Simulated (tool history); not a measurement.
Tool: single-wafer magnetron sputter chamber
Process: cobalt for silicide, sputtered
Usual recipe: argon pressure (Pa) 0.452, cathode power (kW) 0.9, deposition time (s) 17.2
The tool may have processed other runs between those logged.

run,hour,argon pressure (Pa),cathode power (kW),deposition time (s),wafers since the last listed run,wafers on the sputter target,hours since the last manometer calibration,hours since the magnet pack was replaced,hours since the gauge calibration,"read-back reference wafer on the same gauge, thickness_nm",mean film thickness on the monitor wafer (angstrom)
1,0,0.452,0.95,17.2,0,2269,2135,9171.4,428.7,7.135,89.44
2,60.1,0.452,0.9,14.8,1190,3459,2195.1,9231.5,488.8,7.146,71.82
3,89.2,0.452,0.9,14.8,576,4035,2224.2,9260.6,517.9,7.135,70.95
# hour 112.5: sputter target and shields replaced
4,148.4,0.452,0.9,17.2,1014,710,2283.4,9319.8,577.1,7.136,84.73
5,207.5,0.452,0.9,17.2,1170,1881,2342.5,9378.9,636.2,7.134,84.32
6,247,0.452,0.9,17.2,782,2663,2382,9418.4,675.7,7.138,84.6
# hour 264.4: gauge calibrated
# hour 298.2: capacitance manometer re-zeroed and calibrated
7,300.7,0.452,0.9,17.2,905,3568,2.5,9472.1,36.3,7.133,82.51
# hour 320.5: sputter target and shields replaced
8,358.3,0.344,0.9,17.2,982,748,60.1,9529.7,93.9,7.136,87.29
# hour 374.2: magnet pack replaced
9,412.8,0.452,0.9,17.2,921,1669,114.6,38.6,148.4,7.14,84.33

Predict the results of run 10:
10,438.8,0.452,0.9,15.3,515,2184,140.6,64.6,174.4,?,?

{"run 10": {"read-back reference wafer on the same gauge, thickness_nm": 7.142, "mean film thickness on the monitor wafer (angstrom)": 75.29}}
Without the tool's hidden state the same run would have given mean film thickness on the monitor wafer (angstrom) 76.09.
